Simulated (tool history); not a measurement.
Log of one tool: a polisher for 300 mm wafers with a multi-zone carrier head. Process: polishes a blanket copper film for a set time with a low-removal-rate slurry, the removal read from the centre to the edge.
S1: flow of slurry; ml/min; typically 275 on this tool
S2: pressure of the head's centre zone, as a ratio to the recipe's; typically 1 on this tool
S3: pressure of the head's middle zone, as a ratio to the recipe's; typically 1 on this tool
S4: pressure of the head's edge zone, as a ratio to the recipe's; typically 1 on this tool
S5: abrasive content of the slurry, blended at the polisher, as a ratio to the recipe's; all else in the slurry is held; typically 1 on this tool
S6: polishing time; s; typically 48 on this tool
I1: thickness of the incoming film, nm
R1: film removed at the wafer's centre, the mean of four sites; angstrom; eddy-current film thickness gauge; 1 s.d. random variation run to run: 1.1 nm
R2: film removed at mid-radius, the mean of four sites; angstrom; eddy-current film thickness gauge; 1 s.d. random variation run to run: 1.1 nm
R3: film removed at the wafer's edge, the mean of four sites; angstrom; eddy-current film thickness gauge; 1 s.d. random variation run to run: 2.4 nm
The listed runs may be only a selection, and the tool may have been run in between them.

run	hour	S1	S2	S3	S4	S5	S6	I1	R1	R2	R3
1	0	325	1	1	1	1	48	1021.4	1653	1620	1610
2	17.7	325	1	1	1	1	48	1029.6	1669	1645	1561
3	32.3	325	1	1	1	1	48	1022.4	1644	1653	1619
4	44.9	275	1	1	1.04	1	48	1031.9	1637	1610	1645
5	59.4	275	1	1	1.04	1	48	1027.8	1630	1618	1635
# hour 78: worn pad replaced by a new one
6	78.5	275	1	1	1	1	48	1036.2	1622	1596	1607
7	81.7	275	1	1	1	1	48	1033.6	1623	1618	1626
# hour 91: carrier head's membrane replaced by a new one
8	98.4	275	1	1	1	1	48	1023.5	1640	1631	1611
9	113.1	275	1	1	1	1	48	1023.5	1602	1612	1583
# hour 122.2: centre zone pressure recalibrated
10	123.9	275	1	1	0.92	1.15	42	1020.8	1452	1442	1365
11	133	275	1	1	1	1	48	1036.7	1624	1626	1608
12	142.6	335	0.89	1	0.93	1.2	48	1033.6	1485	1671	1603
# hour 144.7: edge zone pressure recalibrated
# hour 145.5: slurry nozzle cleaned
13	157.9	275	1	1	1	0.85	48	1035	1584	1591	1584
14	167.5	305	1	1	0.9	1	48	1016.9	1645	1637	1588
15	173.8	215	1.07	1.03	1	1	57	1019.6	2033	1950	1899
# hour 178.4: worn pad replaced by a new one
16	187.3	275	1	1	1	1	48	996.9	1609	1636	1609
17	204.5	245	1	1	1	1.1	48	1035.5	1632	1613	1603

What if the next run were any one of these 4? Each begins from the tool's condition after run 17:
A	204.9	275	1	1	1	1	48	1022.1	?	?	?
B	204.9	275	1	1	1	1	59	1022.1	?	?	?
C	204.9	275	0.95	0.95	0.93	1.1	48	1022.1	?	?	?
D	204.9	180	0.92	0.92	1	1	54	1022.1	?	?	?

run	R1	R2	R3
A	1627	1630	1632
B	2000	2003	2006
C	1564	1599	1597
D	1631	1695	1800
The same runs, with their run-to-run variation unchanged, on a tool lacking any hidden condition would have given:
run	R1	R2	R3
A	1627	1630	1632
B	2000	2003	2006
C	1564	1599	1597
D	1631	1695	1800
